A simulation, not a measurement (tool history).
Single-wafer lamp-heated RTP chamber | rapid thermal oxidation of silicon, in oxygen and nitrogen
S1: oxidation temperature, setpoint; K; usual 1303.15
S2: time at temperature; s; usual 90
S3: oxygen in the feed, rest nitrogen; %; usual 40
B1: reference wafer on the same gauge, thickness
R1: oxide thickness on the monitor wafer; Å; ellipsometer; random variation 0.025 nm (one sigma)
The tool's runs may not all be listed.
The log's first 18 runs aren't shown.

run	hour	S1	S2	S3	B1	R1
# hour 1202.9: pyrometer window cleaned and pyrometer calibrated
19	1221.7	1303.15	90	40	5.172	59.38
20	1288.1	1284.15	65	29	5.158	41.4
21	1332.1	1273.15	59	26	5.177	36.15
22	1394.6	1283.15	90	40	5.168	52.66
23	1467.7	1303.15	90	40	5.177	61.68
# hour 1527: gauge calibrated
24	1564.4	1287.15	47	48	5.168	44.41
25	1640.9	1326.15	90	62	5.174	85.55
# hour 1649.2: pyrometer window cleaned and pyrometer calibrated
26	1687	1278.15	54	21	5.16	33.78
27	1774.5	1303.15	90	40	5.167	60.44
28	1842.1	1312.15	120	25	5.175	62.67
29	1878.9	1292.15	126	17	5.17	49.28
30	1969.5	1303.15	111	29	5.167	60.96
31	2041.7	1303.15	90	40	5.175	62.27
# hour 2096.4: pyrometer window cleaned and pyrometer calibrated
32	2141.2	1303.15	90	40	5.175	59.99

Forecast each of these 4 alternatives for the next run:
A	2141.7	1303.15	90	40	?	?
B	2141.7	1303.15	90	23	?	?
C	2141.7	1284.15	90	61	?	?
D	2141.7	1278.15	77	40	?	?

run	B1	R1
A	5.167	59.53
B	5.167	49.23
C	5.167	60.35
D	5.167	46.72
Without the tool's hidden state the same runs would have given:
run	R1
A	59.19
B	48.95
C	59.98
D	46.45

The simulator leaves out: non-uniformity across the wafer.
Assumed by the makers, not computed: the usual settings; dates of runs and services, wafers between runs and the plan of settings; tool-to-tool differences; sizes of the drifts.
